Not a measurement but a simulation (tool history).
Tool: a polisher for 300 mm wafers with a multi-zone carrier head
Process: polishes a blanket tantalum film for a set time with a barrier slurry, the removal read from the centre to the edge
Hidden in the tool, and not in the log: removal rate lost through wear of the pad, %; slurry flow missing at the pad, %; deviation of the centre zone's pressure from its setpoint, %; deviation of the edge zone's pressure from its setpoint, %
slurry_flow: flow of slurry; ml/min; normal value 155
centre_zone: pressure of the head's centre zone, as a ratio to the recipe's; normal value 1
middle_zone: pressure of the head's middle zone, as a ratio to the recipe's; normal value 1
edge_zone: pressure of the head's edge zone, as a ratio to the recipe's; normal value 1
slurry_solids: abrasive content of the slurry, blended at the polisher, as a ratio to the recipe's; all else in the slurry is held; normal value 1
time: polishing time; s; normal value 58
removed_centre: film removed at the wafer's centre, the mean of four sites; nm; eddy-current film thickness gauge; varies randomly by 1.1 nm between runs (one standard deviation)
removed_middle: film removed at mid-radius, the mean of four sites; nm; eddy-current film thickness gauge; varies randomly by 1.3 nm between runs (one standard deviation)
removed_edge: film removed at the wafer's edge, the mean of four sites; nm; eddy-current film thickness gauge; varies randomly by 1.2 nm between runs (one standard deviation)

run,day,slurry_flow,centre_zone,middle_zone,edge_zone,slurry_solids,time,wafers since the last listed run,wafers polished on this pad,hours since the slurry nozzle was cleaned,hours since the centre zone pressure was calibrated,hours since the edge zone pressure was calibrated,hours since the carrier head's membrane was replaced,"incoming thickness of the incoming film, nm",removed_centre,removed_middle,removed_edge
1,0,155,1,1.08,1,1,68,0,927,613.1,171.1,671,1614.2,362,131.2,148.2,133.3
2,1.971,155,1,1,1.1,1,42,410,1337,660.4,218.4,718.3,1661.5,366.2,81.2,82,85.6
3,3.708,140,1.05,1,1,1,58,361,1699,702.1,260.1,760,1703.2,354.1,120.4,110.6,110.6
4,7.017,175,1,1,1.08,1,58,688,2388,781.5,339.5,839.4,1782.6,360.6,115,115.5,117.7
# day 7.333: edge zone pressure recalibrated
5,9.058,155,1,0.89,1,1.25,58,407,2795,830.5,388.5,41.4,1831.6,356.1,119.9,101.6,123
6,10.712,180,1,1,1,1,58,344,3140,870.2,428.2,81.1,1871.3,362.8,112.8,112.7,113.8
# day 12.817: slurry nozzle cleaned
7,14.112,155,1,1,1,1,58,699,3839,31.1,509.8,162.7,1952.9,356.5,109,110.2,112.2
8,21.954,155,1,1,1,1,58,1632,5472,219.3,698,350.9,2141.1,358.1,105.6,105.3,108.3
# day 25.521: carrier head's membrane replaced by a new one
9,25.883,155,0.95,1,1,1,58,774,6247,313.6,792.3,445.2,8.7,357.7,95,102,104.7
# day 30.292: centre zone pressure recalibrated
# day 31.558: worn pad replaced by a new one
10,34.704,155,1,1,1,0.75,58,1784,655,525.3,105.9,656.9,220.4,360.7,100.5,101.3,101.5
11,37.092,155,1,1,1,0.8,49,497,1152,582.6,163.2,714.2,277.7,362.3,87.3,87.5,88.3
# day 38.883: edge zone pressure recalibrated
12,39.883,155,1.11,1,1,1,58,563,1716,649.6,230.2,24,344.7,356.1,132.6,114.3,117.8
# day 46.762: slurry nozzle cleaned
13,47.842,155,1.1,1.11,1,1,58,1648,3364,25.9,421.2,215,535.7,359.9,127.8,130.4,115.7

Predict the results of run 14:
14,51.829,155,1,1,1,1,58,830,4195,121.6,516.9,310.7,631.4,360.7,?,?,?

Run 14 measured removed_centre 108.7 nm, removed_middle 111.8 nm, removed_edge 112.1 nm.
Were there no unlogged condition in the tool, this run, its random variation unchanged, would have produced removed_centre 113.3 nm, removed_middle 116.5 nm, removed_edge 116.8 nm.

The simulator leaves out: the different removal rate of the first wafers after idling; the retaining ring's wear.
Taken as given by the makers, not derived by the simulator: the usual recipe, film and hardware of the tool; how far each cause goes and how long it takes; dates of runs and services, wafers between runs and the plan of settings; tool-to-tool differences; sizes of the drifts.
